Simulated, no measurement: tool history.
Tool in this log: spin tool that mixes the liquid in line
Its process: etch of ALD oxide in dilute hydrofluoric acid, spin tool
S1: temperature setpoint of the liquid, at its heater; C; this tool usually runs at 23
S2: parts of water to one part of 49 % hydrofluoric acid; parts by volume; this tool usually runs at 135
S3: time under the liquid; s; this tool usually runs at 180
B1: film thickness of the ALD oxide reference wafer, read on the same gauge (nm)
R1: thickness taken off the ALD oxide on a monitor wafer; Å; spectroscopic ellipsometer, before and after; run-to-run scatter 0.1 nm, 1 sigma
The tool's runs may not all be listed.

run 1 day=0 | S1=23 S2=135 S3=210 | B1=110 | R1=208.4
run 2 day=3.629 | S1=23 S2=165 S3=180 | B1=110.01 | R1=142.8
run 3 day=14.275 | S1=21.5 S2=135 S3=180 | B1=109.96 | R1=177.9
run 4 day=18.212 | S1=21.5 S2=135 S3=180 | B1=110 | R1=179.2
-- day=22.762 hydrofluoric acid flow meter replaced
run 5 day=27.708 | S1=23 S2=135 S3=180 | B1=109.97 | R1=182.4
run 6 day=30.983 | S1=23 S2=135 S3=180 | B1=109.98 | R1=181
run 7 day=32.979 | S1=23 S2=135 S3=180 | B1=109.97 | R1=183.6
run 8 day=34.925 | S1=23 S2=135 S3=180 | B1=109.98 | R1=183.9
run 9 day=38.779 | S1=23 S2=135 S3=180 | B1=110 | R1=188.9
run 10 day=40.312 | S1=23 S2=135 S3=180 | B1=110.01 | R1=190.5
run 11 day=42.175 | S1=23 S2=135 S3=180 | B1=110.02 | R1=192
run 12 day=46.471 | S1=23 S2=135 S3=180 | B1=110 | R1=193.3
run 13 day=49.996 | S1=23 S2=135 S3=180 | B1=110.04 | R1=196.8
run 14 day=51.517 | S1=20.5 S2=160 S3=180 | B1=109.99 | R1=147.3
-- day=52.879 hydrofluoric acid flow meter replaced
run 15 day=53.217 | S1=23 S2=120 S3=180 | B1=109.99 | R1=206.3
run 16 day=55.475 | S1=25.5 S2=135 S3=255 | B1=109.96 | R1=287.2
run 17 day=57.95 | S1=23 S2=135 S3=180 | B1=110.01 | R1=187.7
-- day=58.092 thermometer replaced
run 18 day=59.571 | S1=23 S2=135 S3=180 | B1=109.98 | R1=173.5
-- day=65.412 gauge calibrated
run 19 day=67.917 | S1=23 S2=135 S3=180 | B1=110 | R1=179
run 20 day=69.846 | S1=23 S2=195 S3=220 | B1=110.01 | R1=142.8
run 21 day=81.842 | S1=23 S2=195 S3=180 | B1=109.98 | R1=121.9
-- day=84.283 hydrofluoric acid flow meter replaced
run 22 day=86.117 | S1=23 S2=85 S3=180 | B1=109.99 | R1=294.9
run 23 day=89.821 | S1=23 S2=135 S3=135 | B1=109.98 | R1=133.6
run 24 day=100.062 | S1=23 S2=135 S3=180 | B1=110.02 | R1=184.4
run 25 day=103.325 | S1=23 S2=170 S3=180 | B1=109.98 | R1=143.9
run 26 day=106.871 | S1=23 S2=135 S3=290 | B1=110.03 | R1=306.2
run 27 day=108.654 | S1=23 S2=135 S3=180 | B1=110.02 | R1=192.2
run 28 day=110.521 | S1=19 S2=135 S3=135 | B1=110.01 | R1=124.8
run 29 day=112.679 | S1=19.5 S2=100 S3=225 | B1=109.99 | R1=293.4
-- day=115.75 hydrofluoric acid flow meter replaced
run 30 day=116.379 | S1=26.5 S2=135 S3=180 | B1=109.97 | R1=203.6
run 31 day=127.321 | S1=23 S2=135 S3=180 | B1=109.99 | R1=184.9
run 32 day=130.392 | S1=19 S2=135 S3=90 | B1=109.97 | R1=80.1
run 33 day=133.833 | S1=23 S2=135 S3=180 | B1=109.97 | R1=191.3

Each run again, without the hidden state but with its own random variation kept:
Hidden conditions of the tool in this case: liquid hotter than its thermometer reads (K); hydrofluoric acid flow above the setpoint (%); gauge reads high (%).
run=1 R1=194.2
run=2 R1=131.3
run=3 R1=157.1
run=4 R1=156
run=5 R1=167.5
run=6 R1=164.1
run=7 R1=165.3
run=8 R1=164.3
run=9 R1=166.4
run=10 R1=166.8
run=11 R1=167
run=12 R1=165.4
run=13 R1=166.3
run=14 R1=123.6
run=15 R1=188.4
run=16 R1=260.8
run=17 R1=168.5
run=18 R1=166.6
run=19 R1=166.5
run=20 R1=131.7
run=21 R1=107.4
run=22 R1=279
run=23 R1=124.6
run=24 R1=165.7
run=25 R1=127.5
run=26 R1=268.2
run=27 R1=167.3
run=28 R1=107.8
run=29 R1=252
run=30 R1=190.4
run=31 R1=165.7
run=32 R1=70.8
run=33 R1=167.3
